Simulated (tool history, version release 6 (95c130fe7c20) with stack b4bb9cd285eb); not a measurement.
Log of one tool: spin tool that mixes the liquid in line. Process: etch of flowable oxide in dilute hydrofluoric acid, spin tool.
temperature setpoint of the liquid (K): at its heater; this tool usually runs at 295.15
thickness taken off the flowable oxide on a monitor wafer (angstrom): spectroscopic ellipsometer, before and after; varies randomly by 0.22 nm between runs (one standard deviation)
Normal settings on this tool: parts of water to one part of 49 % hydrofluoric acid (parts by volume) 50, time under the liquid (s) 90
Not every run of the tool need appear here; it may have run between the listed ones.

| run | hour | temperature setpoint of the liquid (K) | parts of water to one part of 49 % hydrofluoric acid (parts by volume) | time under the liquid (s) | read-back film thickness of the flowable oxide reference wafer, read on the same gauge (nm) | thickness taken off the flowable oxide on a monitor wafer (angstrom) |
|---|---|---|---|---|---|---|
| 1 | 0 | 295.15 | 30 | 90 | 80.01 | 936.9 |
| 2 | 71.6 | 295.15 | 30 | 90 | 80.04 | 935 |
| 3 | 164.1 | 295.15 | 30 | 90 | 80.04 | 930.1 |
| 4 | 216.3 | 292.15 | 50 | 90 | 80.01 | 480.3 |
| 5 | 409 | 292.15 | 50 | 90 | 80.01 | 475.6 |
| 6 | 470.3 | 295.15 | 50 | 90 | 80.01 | 546.6 |
|  | 497.8 | hydrofluoric acid flow meter replaced |
| 7 | 533.6 | 295.15 | 50 | 90 | 79.99 | 540.4 |
| 8 | 594.9 | 295.15 | 50 | 130 | 80.02 | 781.1 |
| 9 | 636.7 | 297.65 | 50 | 90 | 79.99 | 603.6 |
| 10 | 660.7 | 297.65 | 50 | 90 | 79.97 | 605.4 |
| 11 | 722.7 | 295.15 | 50 | 90 | 80 | 543.7 |
| 12 | 759 | 295.15 | 50 | 90 | 79.98 | 541.9 |
| 13 | 822.8 | 295.15 | 50 | 90 | 79.98 | 540 |
| 14 | 876.6 | 295.15 | 50 | 90 | 80.01 | 538.9 |
|  | 919 | gauge calibrated |
| 15 | 924.6 | 296.65 | 50 | 60 | 80.02 | 380.9 |
| 16 | 1004.7 | 295.15 | 70 | 70 | 80.02 | 293.8 |
| 17 | 1049.4 | 295.15 | 50 | 90 | 79.98 | 539.8 |
| 18 | 1107.5 | 295.15 | 50 | 70 | 79.99 | 418.7 |
| 19 | 1179.3 | 290.65 | 30 | 90 | 80.01 | 756.6 |
|  | 1298.4 | thermometer replaced |
| 20 | 1349.5 | 295.15 | 50 | 90 | 80.01 | 556.8 |
| 21 | 1391.3 | 300.15 | 50 | 90 | 80.01 | 682.9 |
| 22 | 1415.8 | 295.15 | 35 | 60 | 79.99 | 542.5 |
| 23 | 1557.5 | 295.15 | 50 | 90 | 80 | 559.6 |
| 24 | 1598.8 | 293.15 | 50 | 90 | 80 | 508.8 |
| 25 | 1636.1 | 291.65 | 75 | 90 | 79.99 | 312.1 |
|  | 1667.4 | hydrofluoric acid flow meter replaced |
| 26 | 1669.2 | 295.15 | 50 | 90 | 80.01 | 557 |
| 27 | 1726.5 | 296.65 | 50 | 60 | 80.01 | 393.6 |
| 28 | 1797.4 | 295.15 | 50 | 90 | 79.99 | 554.5 |
| 29 | 1830.5 | 298.15 | 70 | 90 | 79.99 | 436.1 |
| 30 | 1894.3 | 293.15 | 35 | 65 | 79.97 | 532.9 |
| 31 | 1940.2 | 300.15 | 75 | 145 | 80.01 | 709.3 |
| 32 | 1994 | 299.65 | 65 | 110 | 79.98 | 608.3 |
| 33 | 2025.2 | 295.15 | 30 | 70 | 80 | 734.2 |
| 34 | 2063.6 | 295.15 | 50 | 115 | 80 | 698 |

What if the next run were any one of these 4? Each begins from the tool's condition after run 34:
| A | 2064 | 295.15 | 50 | 90 | ? | ? |
| B | 2064 | 298.15 | 35 | 75 | ? | ? |
| C | 2064 | 295.15 | 45 | 75 | ? | ? |
| D | 2064 | 293.65 | 50 | 45 | ? | ? |

| run | read-back film thickness of the flowable oxide reference wafer, read on the same gauge (nm) | thickness taken off the flowable oxide on a monitor wafer (angstrom) |
|---|---|---|
| A | 79.99 | 548.8 |
| B | 79.99 | 755 |
| C | 79.99 | 511.3 |
| D | 79.99 | 257.6 |
Stripped of hidden state, with their random variation kept, the same runs would have yielded:
| run | thickness taken off the flowable oxide on a monitor wafer (angstrom) |
|---|---|
| A | 556 |
| B | 764.8 |
| C | 518 |
| D | 261 |
